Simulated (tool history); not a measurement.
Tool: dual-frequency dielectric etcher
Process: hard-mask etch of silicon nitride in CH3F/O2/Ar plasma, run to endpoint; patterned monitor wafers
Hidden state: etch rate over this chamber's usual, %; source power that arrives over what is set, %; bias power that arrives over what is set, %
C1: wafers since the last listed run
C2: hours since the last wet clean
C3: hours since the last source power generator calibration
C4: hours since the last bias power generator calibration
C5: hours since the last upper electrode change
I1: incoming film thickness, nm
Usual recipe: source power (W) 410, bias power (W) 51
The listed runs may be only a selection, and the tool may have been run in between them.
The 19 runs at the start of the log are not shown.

{"run": 20, "hour": 891.3, "source power (W)": 470, "bias power (W)": 58, "C1": 239, "C2": 447.3, "C3": 3356, "C4": 98, "C5": 4388.3, "I1": 51.4, "endpoint time (s)": 75.3}
{"run": 21, "hour": 917.0, "source power (W)": 410, "bias power (W)": 51, "C1": 188, "C2": 473, "C3": 3381.7, "C4": 123.7, "C5": 4414, "I1": 51.5, "endpoint time (s)": 81.6}
{"hour": 946.1, "done": "upper electrode replaced"}
{"run": 22, "hour": 978.8, "source power (W)": 330, "bias power (W)": 56, "C1": 277, "C2": 534.8, "C3": 3443.5, "C4": 185.5, "C5": 32.7, "I1": 51.3, "endpoint time (s)": 83.4}
{"hour": 1011.5, "done": "wet clean of the chamber"}
{"run": 23, "hour": 1035.3, "source power (W)": 460, "bias power (W)": 44, "C1": 238, "C2": 23.8, "C3": 3500, "C4": 242, "C5": 89.2, "I1": 51.1, "endpoint time (s)": 86.5}
{"run": 24, "hour": 1078.1, "source power (W)": 410, "bias power (W)": 51, "C1": 314, "C2": 66.6, "C3": 3542.8, "C4": 284.8, "C5": 132, "I1": 50.7, "endpoint time (s)": 83.2}
{"run": 25, "hour": 1131.3, "source power (W)": 500, "bias power (W)": 62, "C1": 390, "C2": 119.8, "C3": 3596, "C4": 338, "C5": 185.2, "I1": 51.3, "endpoint time (s)": 71.1}
{"hour": 1174.3, "done": "source power generator calibrated"}
{"run": 26, "hour": 1174.8, "source power (W)": 460, "bias power (W)": 51, "C1": 290, "C2": 163.3, "C3": 0.5, "C4": 381.5, "C5": 228.7, "I1": 50.8, "endpoint time (s)": 78.9}
{"run": 27, "hour": 1209.8, "source power (W)": 310, "bias power (W)": 51, "C1": 257, "C2": 198.3, "C3": 35.5, "C4": 416.5, "C5": 263.7, "I1": 51.1, "endpoint time (s)": 90.8}
{"run": 28, "hour": 1262.3, "source power (W)": 410, "bias power (W)": 51, "C1": 385, "C2": 250.8, "C3": 88, "C4": 469, "C5": 316.2, "I1": 51.5, "endpoint time (s)": 84.1}
{"run": 29, "hour": 1286.3, "source power (W)": 510, "bias power (W)": 57, "C1": 176, "C2": 274.8, "C3": 112, "C4": 493, "C5": 340.2, "I1": 51, "endpoint time (s)": 73.4}
{"run": 30, "hour": 1353.9, "source power (W)": 480, "bias power (W)": 47, "C1": 496, "C2": 342.4, "C3": 179.6, "C4": 560.6, "C5": 407.8, "I1": 51.8, "endpoint time (s)": 82.7}
{"run": 31, "hour": 1401.1, "source power (W)": 460, "bias power (W)": 63, "C1": 346, "C2": 389.6, "C3": 226.8, "C4": 607.8, "C5": 455, "I1": 51.5, "endpoint time (s)": 73.4}
{"run": 32, "hour": 1459.3, "source power (W)": 410, "bias power (W)": 59, "C1": 427, "C2": 447.8, "C3": 285, "C4": 666, "C5": 513.2, "I1": 51.3, "endpoint time (s)": 77.4}
{"run": 33, "hour": 1521.1, "source power (W)": 410, "bias power (W)": 51, "C1": 453, "C2": 509.6, "C3": 346.8, "C4": 727.8, "C5": 575, "I1": 51.6, "endpoint time (s)": 80.9}
{"hour": 1547.1, "done": "wet clean of the chamber"}
{"run": 34, "hour": 1579.8, "source power (W)": 410, "bias power (W)": 51, "C1": 254, "C2": 32.7, "C3": 405.5, "C4": 786.5, "C5": 633.7, "I1": 51.4, "endpoint time (s)": 85.5}

Alternative continuations, all from the tool just after run 34; predict every row:
{"run": "A", "hour": 1580.2, "source power (W)": 410, "bias power (W)": 51, "C1": 2, "C2": 33.1, "C3": 405.9, "C4": 786.9, "C5": 634.1, "I1": 50.8, "endpoint time (s)": "?"}
{"run": "B", "hour": 1580.2, "source power (W)": 320, "bias power (W)": 55, "C1": 2, "C2": 33.1, "C3": 405.9, "C4": 786.9, "C5": 634.1, "I1": 50.8, "endpoint time (s)": "?"}
{"run": "C", "hour": 1580.2, "source power (W)": 360, "bias power (W)": 40, "C1": 2, "C2": 33.1, "C3": 405.9, "C4": 786.9, "C5": 634.1, "I1": 50.8, "endpoint time (s)": "?"}
{"run": "D", "hour": 1580.2, "source power (W)": 350, "bias power (W)": 59, "C1": 2, "C2": 33.1, "C3": 405.9, "C4": 786.9, "C5": 634.1, "I1": 50.8, "endpoint time (s)": "?"}
{"run": "E", "hour": 1580.2, "source power (W)": 410, "bias power (W)": 58, "C1": 2, "C2": 33.1, "C3": 405.9, "C4": 786.9, "C5": 634.1, "I1": 50.8, "endpoint time (s)": "?"}

run=A endpoint_time_(s)=83.7
run=B endpoint_time_(s)=87.4
run=C endpoint_time_(s)=96.4
run=D endpoint_time_(s)=82.7
run=E endpoint_time_(s)=79.3
Take away the tool's hidden state, keep each run's random variation, and the runs would have read:
run=A endpoint_time_(s)=83.5
run=B endpoint_time_(s)=87.2
run=C endpoint_time_(s)=96.2
run=D endpoint_time_(s)=82.5
run=E endpoint_time_(s)=79.2

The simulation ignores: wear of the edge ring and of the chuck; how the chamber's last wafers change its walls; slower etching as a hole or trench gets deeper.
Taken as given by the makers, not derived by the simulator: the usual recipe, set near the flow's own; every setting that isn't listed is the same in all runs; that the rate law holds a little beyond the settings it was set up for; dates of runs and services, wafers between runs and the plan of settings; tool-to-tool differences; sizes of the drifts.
